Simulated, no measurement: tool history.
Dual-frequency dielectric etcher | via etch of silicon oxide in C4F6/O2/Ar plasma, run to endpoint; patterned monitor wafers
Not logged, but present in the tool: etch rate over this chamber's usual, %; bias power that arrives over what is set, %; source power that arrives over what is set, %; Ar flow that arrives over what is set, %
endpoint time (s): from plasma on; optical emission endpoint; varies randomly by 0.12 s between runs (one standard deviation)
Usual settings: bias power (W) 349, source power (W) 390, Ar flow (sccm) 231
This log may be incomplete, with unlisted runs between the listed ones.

| run | hour | bias power (W) | source power (W) | Ar flow (sccm) | wafers since the last listed run | hours since the last wet clean | hours since the last bias power generator calibration | hours since the last source power generator calibration | hours since the last Ar flow controller change | hours since the last upper electrode change | incoming incoming film thickness, nm | endpoint time (s) |
|---|---|---|---|---|---|---|---|---|---|---|---|---|
| 1 | 0.0 | 349 | 390 | 231 | 0 | 307.4 | 3852.7 | 42.2 | 3427.0 | 4347.1 | 63.3 | 15.5 |
|  | 4.8 | bias power generator calibrated |
|  | 14.0 | Ar flow controller replaced |
| 2 | 14.5 | 349 | 390 | 231 | 67 | 321.9 | 9.7 | 56.7 | 0.5 | 4361.6 | 64.2 | 15.9 |
| 3 | 18.7 | 349 | 390 | 231 | 62 | 326.1 | 13.9 | 60.9 | 4.7 | 4365.8 | 64.0 | 15.9 |
| 4 | 26.4 | 349 | 450 | 231 | 115 | 333.8 | 21.6 | 68.6 | 12.4 | 4373.5 | 64.0 | 14.6 |
| 5 | 35.5 | 349 | 430 | 231 | 136 | 342.9 | 30.7 | 77.7 | 21.5 | 4382.6 | 64.1 | 15.2 |
|  | 69.4 | wet clean of the chamber |
| 6 | 69.9 | 349 | 430 | 231 | 155 | 0.5 | 65.1 | 112.1 | 55.9 | 4417.0 | 63.5 | 14.3 |
| 7 | 70.2 | 349 | 390 | 231 | 4 | 0.8 | 65.4 | 112.4 | 56.2 | 4417.3 | 64.5 | 15.1 |
| 8 | 70.5 | 419 | 460 | 270 | 4 | 1.1 | 65.7 | 112.7 | 56.5 | 4417.6 | 63.2 | 12.9 |
| 9 | 82.9 | 349 | 390 | 280 | 185 | 13.5 | 78.1 | 125.1 | 68.9 | 4430.0 | 64.3 | 15.5 |
| 10 | 93.5 | 349 | 410 | 231 | 158 | 24.1 | 88.7 | 135.7 | 79.5 | 4440.6 | 63.5 | 14.5 |
| 11 | 111.2 | 433 | 350 | 194 | 264 | 41.8 | 106.4 | 153.4 | 97.2 | 4458.3 | 64.2 | 14.7 |
| 12 | 117.9 | 349 | 390 | 231 | 100 | 48.5 | 113.1 | 160.1 | 103.9 | 4465.0 | 62.9 | 15.0 |
| 13 | 127.4 | 349 | 390 | 231 | 142 | 58.0 | 122.6 | 169.6 | 113.4 | 4474.5 | 63.4 | 14.8 |
| 14 | 139.4 | 380 | 390 | 231 | 179 | 70.0 | 134.6 | 181.6 | 125.4 | 4486.5 | 63.8 | 14.7 |
| 15 | 149.4 | 349 | 390 | 219 | 149 | 80.0 | 144.6 | 191.6 | 135.4 | 4496.5 | 63.8 | 14.8 |
| 16 | 160.7 | 349 | 420 | 231 | 169 | 91.3 | 155.9 | 202.9 | 146.7 | 4507.8 | 63.0 | 14.2 |
|  | 196.1 | upper electrode replaced |
| 17 | 196.6 | 316 | 390 | 231 | 178 | 127.2 | 191.8 | 238.8 | 182.6 | 0.5 | 63.3 | 15.5 |
| 18 | 196.9 | 314 | 390 | 265 | 4 | 127.5 | 192.1 | 239.1 | 182.9 | 0.8 | 63.7 | 16.1 |
| 19 | 197.8 | 305 | 390 | 231 | 13 | 128.4 | 193.0 | 240.0 | 183.8 | 1.7 | 64.1 | 15.9 |
| 20 | 208.9 | 300 | 390 | 231 | 166 | 139.5 | 204.1 | 251.1 | 194.9 | 12.8 | 63.6 | 15.8 |
| 21 | 221.2 | 349 | 390 | 231 | 184 | 151.8 | 216.4 | 263.4 | 207.2 | 25.1 | 64.1 | 15.5 |
| 22 | 237.9 | 429 | 440 | 189 | 250 | 168.5 | 233.1 | 280.1 | 223.9 | 41.8 | 63.3 | 12.9 |
| 23 | 245.6 | 349 | 390 | 198 | 115 | 176.2 | 240.8 | 287.8 | 231.6 | 49.5 | 64.2 | 15.1 |
| 24 | 259.5 | 425 | 320 | 179 | 208 | 190.1 | 254.7 | 301.7 | 245.5 | 63.4 | 63.8 | 15.4 |
| 25 | 269.1 | 349 | 390 | 231 | 143 | 199.7 | 264.3 | 311.3 | 255.1 | 73.0 | 63.8 | 15.4 |
| 26 | 281.1 | 407 | 390 | 231 | 179 | 211.7 | 276.3 | 323.3 | 267.1 | 85.0 | 63.7 | 14.5 |

Predict the results of run 27:
| 27 | 287.1 | 372 | 330 | 264 | 89 | 217.7 | 282.3 | 329.3 | 273.1 | 91.0 | 63.8 | ? |

Logged for run 27: endpoint time (s) 16.9.
Had the tool carried no hidden state, the very same run would have given endpoint time (s) 16.7.

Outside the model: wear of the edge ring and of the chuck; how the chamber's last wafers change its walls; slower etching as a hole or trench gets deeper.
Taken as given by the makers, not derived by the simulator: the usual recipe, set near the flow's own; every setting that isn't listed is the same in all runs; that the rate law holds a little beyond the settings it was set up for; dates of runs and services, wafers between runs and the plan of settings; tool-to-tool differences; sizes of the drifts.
